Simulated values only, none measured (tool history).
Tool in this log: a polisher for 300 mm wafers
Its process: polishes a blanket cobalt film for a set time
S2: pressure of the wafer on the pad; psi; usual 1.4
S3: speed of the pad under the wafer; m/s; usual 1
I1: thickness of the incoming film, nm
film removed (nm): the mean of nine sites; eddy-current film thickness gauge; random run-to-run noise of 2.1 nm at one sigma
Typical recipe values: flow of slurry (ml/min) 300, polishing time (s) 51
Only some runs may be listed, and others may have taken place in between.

Run 1, hour 0: usual settings but S3 0.9 m/s; I1 701.1. Result: film removed (nm) 158.4.
Run 2, hour 41.1: usual settings but S3 0.9 m/s; I1 698.9. Result: film removed (nm) 153.3.
Run 3, hour 89.4: usual settings but S3 0.9 m/s; I1 692. Result: film removed (nm) 157.9.
Run 4, hour 177: usual settings; I1 691.9. Result: film removed (nm) 169.9.
At hour 228.3: head pressure recalibrated.
At hour 229.5: worn pad replaced by a new one.
Run 5, hour 244.8: usual settings; I1 698.9. Result: film removed (nm) 169.1.
At hour 304.8: slurry nozzle cleaned.
Run 6, hour 349.3: usual settings; I1 702. Result: film removed (nm) 176.2.
Run 7, hour 448.7: usual settings; I1 707.8. Result: film removed (nm) 179.8.
Run 8, hour 501.8: usual settings; I1 698.4. Result: film removed (nm) 179.7.
Run 9, hour 594: usual settings; I1 697. Result: film removed (nm) 175.4.
Run 10, hour 641.7: usual settings; I1 702.8. Result: film removed (nm) 174.7.
At hour 684.7: worn pad replaced by a new one.
Run 11, hour 690.1: usual settings; I1 695.3. Result: film removed (nm) 173.6.
Run 12, hour 797.9: usual settings; I1 685.3. Result: film removed (nm) 166.3.
At hour 808.9: slurry nozzle cleaned.
Run 13, hour 937.7: usual settings but S2 1.2 psi; I1 697.3. Result: film removed (nm) 154.7.
Run 14, hour 977.6: usual settings but S2 1 psi, polishing time (s) 56; I1 708.9. Result: film removed (nm) 152.8.
Run 15, hour 1067.2: usual settings but flow of slurry (ml/min) 260, S2 1 psi; I1 698.9. Result: film removed (nm) 133.9.
Run 16, hour 1108.7: usual settings but S3 0.76 m/s; I1 690.6. Result: film removed (nm) 134.7.
At hour 1131.9: worn pad replaced by a new one.
Run 17, hour 1297.7: usual settings but flow of slurry (ml/min) 365, S2 1.2 psi; I1 706.3. Result: film removed (nm) 158.5.
Run 18, hour 1401.5: usual settings; I1 704.5. Result: film removed (nm) 161.6.
At hour 1404.3: slurry nozzle cleaned.
At hour 1454.7: head pressure recalibrated.
Run 19, hour 1463.3: usual settings but S2 1.9 psi, polishing time (s) 58; I1 691.5. Result: film removed (nm) 248.9.

Expected results for the next run?
At hour 1543.8: worn pad replaced by a new one.
Run 20, hour 1548.7: usual settings; I1 698.5. Result: film removed (nm) ?.

{"run 20": {"film removed (nm)": 174.6}}
Were there no unlogged condition in the tool, this run, its random variation unchanged, would have produced film removed (nm) 175.8.
